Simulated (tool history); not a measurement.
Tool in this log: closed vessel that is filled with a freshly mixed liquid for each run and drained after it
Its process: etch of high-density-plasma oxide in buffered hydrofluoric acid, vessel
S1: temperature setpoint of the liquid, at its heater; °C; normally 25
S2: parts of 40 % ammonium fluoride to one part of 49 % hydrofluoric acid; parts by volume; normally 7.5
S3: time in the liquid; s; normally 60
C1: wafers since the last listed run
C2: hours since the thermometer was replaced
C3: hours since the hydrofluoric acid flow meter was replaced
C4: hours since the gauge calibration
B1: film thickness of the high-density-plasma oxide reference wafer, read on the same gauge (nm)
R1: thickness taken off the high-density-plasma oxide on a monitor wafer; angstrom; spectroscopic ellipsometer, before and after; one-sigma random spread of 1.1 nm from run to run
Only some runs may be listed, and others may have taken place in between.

| run | hour | S1 | S2 | S3 | C1 | C2 | C3 | C4 | B1 | R1 |
|---|---|---|---|---|---|---|---|---|---|---|
| 1 | 0 | 26 | 7.5 | 60 | 0 | 2076.2 | 177.6 | 426.7 | 90.01 | 1511.6 |
| 2 | 16.9 | 26 | 7.5 | 60 | 1048 | 2093.1 | 194.5 | 443.6 | 89.99 | 1510.7 |
| 3 | 27.3 | 25 | 7.5 | 60 | 645 | 2103.5 | 204.9 | 454 | 90.01 | 1422.4 |
| 4 | 34.9 | 25 | 7.5 | 60 | 471 | 2111.1 | 212.5 | 461.6 | 90.01 | 1434.5 |
| 5 | 44.6 | 25 | 7.5 | 60 | 601 | 2120.8 | 222.2 | 471.3 | 89.98 | 1432 |
|  | 48.2 | thermometer replaced |
| 6 | 56.6 | 25 | 7.5 | 60 | 682 | 8.4 | 234.2 | 483.3 | 90.01 | 1511.9 |
| 7 | 68.3 | 25 | 7.5 | 60 | 725 | 20.1 | 245.9 | 495 | 89.99 | 1538.4 |
| 8 | 76.1 | 25 | 7.5 | 60 | 483 | 27.9 | 253.7 | 502.8 | 89.99 | 1527.2 |
| 9 | 100.7 | 21.5 | 9 | 50 | 1526 | 52.5 | 278.3 | 527.4 | 90.01 | 863.3 |
| 10 | 115.7 | 25 | 7.5 | 60 | 930 | 67.5 | 293.3 | 542.4 | 90.01 | 1527.3 |
|  | 129.6 | thermometer replaced, repeated, since the last time left the tool worse |
| 11 | 130.1 | 20 | 8.5 | 60 | 831 | 0.5 | 307.7 | 556.8 | 90 | 843.8 |
|  | 132.3 | gauge calibrated |
| 12 | 137.7 | 25 | 10 | 45 | 471 | 8.1 | 315.3 | 5.4 | 90 | 749 |
| 13 | 154.6 | 25 | 7.5 | 40 | 1048 | 25 | 332.2 | 22.3 | 90 | 848.2 |
| 14 | 170.2 | 25 | 7.5 | 60 | 967 | 40.6 | 347.8 | 37.9 | 89.99 | 1288.7 |
| 15 | 193.2 | 28 | 9 | 45 | 1426 | 63.6 | 370.8 | 60.9 | 90 | 917.8 |
| 16 | 200 | 25 | 7.5 | 60 | 421 | 70.4 | 377.6 | 67.7 | 90 | 1302.8 |
| 17 | 213.3 | 25 | 7.5 | 30 | 825 | 83.7 | 390.9 | 81 | 89.99 | 643.9 |
| 18 | 224.8 | 25 | 7.5 | 60 | 713 | 95.2 | 402.4 | 92.5 | 89.99 | 1298.9 |
| 19 | 230.9 | 29.5 | 7.5 | 60 | 378 | 101.3 | 408.5 | 98.6 | 89.99 | 1678.8 |
|  | 237 | hydrofluoric acid flow meter replaced |
| 20 | 248.3 | 25 | 7.5 | 60 | 1017 | 118.7 | 11.3 | 116 | 90 | 1289.7 |
| 21 | 255 | 28 | 7.5 | 75 | 415 | 125.4 | 18 | 122.7 | 90.01 | 1905.1 |
| 22 | 266.6 | 29.5 | 9 | 35 | 719 | 137 | 29.6 | 134.3 | 89.99 | 786.1 |
| 23 | 272.7 | 25 | 6.5 | 60 | 378 | 143.1 | 35.7 | 140.4 | 90 | 1473.3 |
| 24 | 282 | 25 | 7.5 | 60 | 576 | 152.4 | 45 | 149.7 | 90 | 1299.2 |
| 25 | 290.6 | 22 | 7.5 | 80 | 533 | 161 | 53.6 | 158.3 | 90 | 1457.9 |
| 26 | 299.6 | 20 | 5.5 | 80 | 558 | 170 | 62.6 | 167.3 | 90.01 | 1732.3 |
| 27 | 315.4 | 21.5 | 8.5 | 30 | 980 | 185.8 | 78.4 | 183.1 | 89.99 | 468 |
| 28 | 346 | 20.5 | 5 | 70 | 1898 | 216.4 | 109 | 213.7 | 90.01 | 1703.4 |
| 29 | 359.3 | 25 | 10 | 60 | 825 | 229.7 | 122.3 | 227 | 90.01 | 1002.2 |
| 30 | 369.8 | 25 | 7.5 | 60 | 651 | 240.2 | 132.8 | 237.5 | 90.01 | 1293.1 |

Describe how what the log doesn't record of the tool's condition differs between the last listed run preceding each entry between runs and the first listed run following it.
Logged between run 5 and run 6: thermometer replaced (hour 48.2)
  liquid hotter than its thermometer reads (K): 2.03 -> 3.19
  measured less the result without the state, R1: +148 -> +237.4 angstrom
Logged between run 10 and run 11: thermometer replaced, repeated, since the last time left the tool worse (hour 129.6)
  liquid hotter than its thermometer reads (K): 3.24 -> 0.0395
  measured less the result without the state, R1: +243.2 -> +1.9 angstrom
Logged between run 11 and run 12: gauge calibrated (hour 132.3)
  liquid hotter than its thermometer reads (K): 0.0395 -> 0.0462
  measured less the result without the state, R1: +1.9 -> +2 angstrom
Logged between run 19 and run 20: hydrofluoric acid flow meter replaced (hour 237)
  liquid hotter than its thermometer reads (K): 0.128 -> 0.143
  measured less the result without the state, R1: +11.4 -> +9.7 angstrom
